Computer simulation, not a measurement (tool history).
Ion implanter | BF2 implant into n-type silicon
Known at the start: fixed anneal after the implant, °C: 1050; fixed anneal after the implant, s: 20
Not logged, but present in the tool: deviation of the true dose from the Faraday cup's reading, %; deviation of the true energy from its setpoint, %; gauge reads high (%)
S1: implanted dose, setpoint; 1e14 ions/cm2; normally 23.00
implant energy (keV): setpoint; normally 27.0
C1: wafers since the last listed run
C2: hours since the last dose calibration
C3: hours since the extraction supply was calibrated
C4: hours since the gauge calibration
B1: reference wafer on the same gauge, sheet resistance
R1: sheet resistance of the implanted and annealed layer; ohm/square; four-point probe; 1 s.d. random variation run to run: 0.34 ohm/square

run 1 hour=0.0 | S1=18.16 implant_energy_(keV)=29.5 | C1=0 C2=1305.3 C3=5043.0 C4=695.9 | B1=95.04 | R1=98.55
run 2 hour=22.2 | S1=18.16 implant_energy_(keV)=29.5 | C1=463 C2=1327.5 C3=5065.2 C4=718.1 | B1=95.06 | R1=99.21
run 3 hour=40.3 | S1=23.00 implant_energy_(keV)=27.0 | C1=377 C2=1345.6 C3=5083.3 C4=736.2 | B1=95.19 | R1=97.19
run 4 hour=137.1 | S1=23.00 implant_energy_(keV)=27.0 | C1=2020 C2=1442.4 C3=5180.1 C4=833.0 | B1=95.42 | R1=97.40
run 5 hour=164.7 | S1=23.00 implant_energy_(keV)=27.0 | C1=576 C2=1470.0 C3=5207.7 C4=860.6 | B1=95.66 | R1=97.58
run 6 hour=182.6 | S1=23.00 implant_energy_(keV)=27.0 | C1=373 C2=1487.9 C3=5225.6 C4=878.5 | B1=95.62 | R1=98.16
run 7 hour=205.0 | S1=27.80 implant_energy_(keV)=27.0 | C1=467 C2=1510.3 C3=5248.0 C4=900.9 | B1=95.68 | R1=96.07
run 8 hour=232.0 | S1=23.00 implant_energy_(keV)=34.5 | C1=563 C2=1537.3 C3=5275.0 C4=927.9 | B1=95.82 | R1=89.07
run 9 hour=267.0 | S1=23.00 implant_energy_(keV)=34.5 | C1=730 C2=1572.3 C3=5310.0 C4=962.9 | B1=95.83 | R1=89.38
run 10 hour=292.2 | S1=23.00 implant_energy_(keV)=27.0 | C1=526 C2=1597.5 C3=5335.2 C4=988.1 | B1=95.94 | R1=98.08
run 11 hour=327.3 | S1=23.00 implant_energy_(keV)=27.0 | C1=732 C2=1632.6 C3=5370.3 C4=1023.2 | B1=96.05 | R1=98.17
run 12 hour=353.5 | S1=23.00 implant_energy_(keV)=27.0 | C1=546 C2=1658.8 C3=5396.5 C4=1049.4 | B1=96.22 | R1=97.74
run 13 hour=423.8 | S1=23.00 implant_energy_(keV)=27.0 | C1=1467 C2=1729.1 C3=5466.8 C4=1119.7 | B1=96.54 | R1=98.73
run 14 hour=452.3 | S1=26.95 implant_energy_(keV)=32.0 | C1=595 C2=1757.6 C3=5495.3 C4=1148.2 | B1=96.51 | R1=89.89
run 15 hour=471.4 | S1=25.62 implant_energy_(keV)=24.0 | C1=398 C2=1776.7 C3=5514.4 C4=1167.3 | B1=96.52 | R1=102.18
-- hour=484.5 gauge calibrated
run 16 hour=488.6 | S1=27.82 implant_energy_(keV)=32.5 | C1=359 C2=1793.9 C3=5531.6 C4=4.1 | B1=93.00 | R1=86.73
run 17 hour=512.0 | S1=19.44 implant_energy_(keV)=22.5 | C1=488 C2=1817.3 C3=5555.0 C4=27.5 | B1=93.05 | R1=103.90
run 18 hour=605.5 | S1=16.49 implant_energy_(keV)=24.0 | C1=1952 C2=1910.8 C3=5648.5 C4=121.0 | B1=93.36 | R1=106.42
-- hour=615.9 Faraday cup replaced and dose calibrated
run 19 hour=636.5 | S1=27.94 implant_energy_(keV)=31.0 | C1=480 C2=20.6 C3=5679.5 C4=152.0 | B1=93.40 | R1=88.26
run 20 hour=660.9 | S1=18.28 implant_energy_(keV)=23.0 | C1=509 C2=45.0 C3=5703.9 C4=176.4 | B1=93.56 | R1=105.05
run 21 hour=695.4 | S1=23.00 implant_energy_(keV)=23.5 | C1=720 C2=79.5 C3=5738.4 C4=210.9 | B1=93.67 | R1=100.06
-- hour=729.7 extraction supply calibrated
run 22 hour=730.2 | S1=23.00 implant_energy_(keV)=27.0 | C1=559 C2=114.3 C3=0.5 C4=245.7 | B1=93.85 | R1=96.04
run 23 hour=835.1 | S1=23.00 implant_energy_(keV)=27.0 | C1=2190 C2=219.2 C3=105.4 C4=350.6 | B1=94.20 | R1=96.79
run 24 hour=859.7 | S1=18.28 implant_energy_(keV)=23.0 | C1=513 C2=243.8 C3=130.0 C4=375.2 | B1=94.20 | R1=105.99
run 25 hour=885.8 | S1=29.37 implant_energy_(keV)=27.0 | C1=544 C2=269.9 C3=156.1 C4=401.3 | B1=94.28 | R1=93.43
run 26 hour=910.4 | S1=16.89 implant_energy_(keV)=18.0 | C1=513 C2=294.5 C3=180.7 C4=425.9 | B1=94.46 | R1=116.86
run 27 hour=943.2 | S1=25.60 implant_energy_(keV)=27.0 | C1=684 C2=327.3 C3=213.5 C4=458.7 | B1=94.45 | R1=94.94
run 28 hour=961.8 | S1=23.00 implant_energy_(keV)=27.0 | C1=388 C2=345.9 C3=232.1 C4=477.3 | B1=94.57 | R1=96.53

5 options for the next run, each taken on its own from the tool as it stands now. Forecast them:
run A hour=962.2 | S1=23.00 implant_energy_(keV)=27.0 | C1=8 C2=346.3 C3=232.5 C4=477.7 | B1=? | R1=?
run B hour=962.2 | S1=18.51 implant_energy_(keV)=27.0 | C1=8 C2=346.3 C3=232.5 C4=477.7 | B1=? | R1=?
run C hour=962.2 | S1=19.35 implant_energy_(keV)=23.0 | C1=8 C2=346.3 C3=232.5 C4=477.7 | B1=? | R1=?
run D hour=962.2 | S1=18.74 implant_energy_(keV)=20.5 | C1=8 C2=346.3 C3=232.5 C4=477.7 | B1=? | R1=?
run E hour=962.2 | S1=17.78 implant_energy_(keV)=24.5 | C1=8 C2=346.3 C3=232.5 C4=477.7 | B1=? | R1=?

run=A B1=94.59 R1=96.53
run=B B1=94.59 R1=100.63
run=C B1=94.59 R1=105.15
run=D B1=94.59 R1=109.87
run=E B1=94.59 R1=104.99
Had the tool no hidden state, the same runs would have come out as:
run=A R1=94.81
run=B R1=98.83
run=C R1=103.28
run=D R1=107.91
run=E R1=103.12

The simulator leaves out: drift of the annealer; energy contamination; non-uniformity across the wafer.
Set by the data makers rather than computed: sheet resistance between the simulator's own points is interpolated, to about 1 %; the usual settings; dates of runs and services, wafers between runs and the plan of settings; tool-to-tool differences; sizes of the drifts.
